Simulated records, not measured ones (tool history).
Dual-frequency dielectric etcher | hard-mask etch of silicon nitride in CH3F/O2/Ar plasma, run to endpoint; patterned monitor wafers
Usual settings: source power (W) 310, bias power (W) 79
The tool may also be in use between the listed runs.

| run | hour | source power (W) | bias power (W) | wafers since the last listed run | hours since the last wet clean | hours since the last source power generator calibration | hours since the last bias power generator calibration | hours since the last upper electrode change | incoming incoming film thickness, nm | endpoint time (s) |
|---|---|---|---|---|---|---|---|---|---|---|
| 1 | 0.0 | 250 | 79 | 0 | 204.5 | 1876.3 | 3419.0 | 4251.2 | 44.52 | 74.1 |
| 2 | 47.7 | 250 | 79 | 308 | 252.2 | 1924.0 | 3466.7 | 4298.9 | 44.27 | 73.3 |
| 3 | 80.5 | 310 | 79 | 212 | 285.0 | 1956.8 | 3499.5 | 4331.7 | 44.13 | 69.4 |
| 4 | 123.3 | 340 | 79 | 276 | 327.8 | 1999.6 | 3542.3 | 4374.5 | 44.41 | 68.7 |
| 5 | 149.2 | 310 | 79 | 167 | 353.7 | 2025.5 | 3568.2 | 4400.4 | 44.49 | 70.3 |
|  | 173.4 | wet clean of the chamber |
| 6 | 205.0 | 310 | 79 | 205 | 31.6 | 2081.3 | 3624.0 | 4456.2 | 44.09 | 70.3 |
| 7 | 232.3 | 310 | 68 | 176 | 58.9 | 2108.6 | 3651.3 | 4483.5 | 44.31 | 75.4 |
| 8 | 303.5 | 310 | 68 | 460 | 130.1 | 2179.8 | 3722.5 | 4554.7 | 44.37 | 75.9 |
| 9 | 334.1 | 310 | 92 | 197 | 160.7 | 2210.4 | 3753.1 | 4585.3 | 44.08 | 65.2 |
| 10 | 365.7 | 310 | 79 | 204 | 192.3 | 2242.0 | 3784.7 | 4616.9 | 44.56 | 70.1 |
| 11 | 413.1 | 310 | 79 | 306 | 239.7 | 2289.4 | 3832.1 | 4664.3 | 44.25 | 69.5 |
| 12 | 447.9 | 270 | 79 | 225 | 274.5 | 2324.2 | 3866.9 | 4699.1 | 44.19 | 71.9 |
| 13 | 493.7 | 360 | 79 | 296 | 320.3 | 2370.0 | 3912.7 | 4744.9 | 44.38 | 67.2 |
|  | 533.5 | source power generator calibrated |
|  | 552.2 | wet clean of the chamber |
| 14 | 557.1 | 310 | 79 | 263 | 4.9 | 23.6 | 3976.1 | 4808.3 | 44.81 | 71.5 |
| 15 | 603.0 | 310 | 79 | 296 | 50.8 | 69.5 | 4022.0 | 4854.2 | 44.45 | 70.7 |
|  | 614.6 | bias power generator calibrated |
| 16 | 648.0 | 340 | 79 | 265 | 95.8 | 114.5 | 33.4 | 4899.2 | 44.30 | 69.0 |
| 17 | 686.4 | 350 | 97 | 248 | 134.2 | 152.9 | 71.8 | 4937.6 | 44.17 | 62.1 |
| 18 | 751.8 | 310 | 70 | 422 | 199.6 | 218.3 | 137.2 | 5003.0 | 44.80 | 75.0 |
| 19 | 786.7 | 310 | 99 | 225 | 234.5 | 253.2 | 172.1 | 5037.9 | 44.56 | 63.3 |
| 20 | 823.1 | 360 | 64 | 235 | 270.9 | 289.6 | 208.5 | 5074.3 | 44.57 | 74.2 |
| 21 | 847.4 | 310 | 79 | 157 | 295.2 | 313.9 | 232.8 | 5098.6 | 44.40 | 69.5 |
|  | 893.2 | wet clean of the chamber |
|  | 894.3 | upper electrode replaced |
| 22 | 949.3 | 390 | 90 | 496 | 56.1 | 415.8 | 334.7 | 55.0 | 44.31 | 62.9 |
| 23 | 983.1 | 280 | 63 | 218 | 89.9 | 449.6 | 368.5 | 88.8 | 44.20 | 79.9 |
| 24 | 1051.1 | 270 | 72 | 439 | 157.9 | 517.6 | 436.5 | 156.8 | 44.52 | 76.4 |
| 25 | 1101.2 | 310 | 79 | 323 | 208.0 | 567.7 | 486.6 | 206.9 | 44.39 | 70.1 |
| 26 | 1157.0 | 260 | 79 | 360 | 263.8 | 623.5 | 542.4 | 262.7 | 44.28 | 72.6 |

Some steps in endpoint time (s) between neighbouring runs. How much of each would the tool show without its hidden state too (settings, what came in, random variation), and how much is left for the hidden state, with any gauge scatter that isn't in both results?
The hidden state here: etch rate over this chamber's usual, %; source power that arrives over what is set, %; bias power that arrives over what is set, %.
Run 13 -> 14: source power (W) 360 -> 310, source power generator calibrated, wet clean of the chamber. endpoint time (s) +4.3: hidden state +1.3, all else +3.0.
Run 17 -> 18: source power (W) 350 -> 310, bias power (W) 97 -> 70. endpoint time (s) +12.9: hidden state -0.3, all else +13.2.
Run 21 -> 22: source power (W) 310 -> 390, bias power (W) 79 -> 90, wet clean of the chamber, upper electrode replaced. endpoint time (s) -6.6: hidden state +1.0, all else -7.6.
Run 22 -> 23: source power (W) 390 -> 280, bias power (W) 90 -> 63. endpoint time (s) +17.0: hidden state -0.2, all else +17.2.
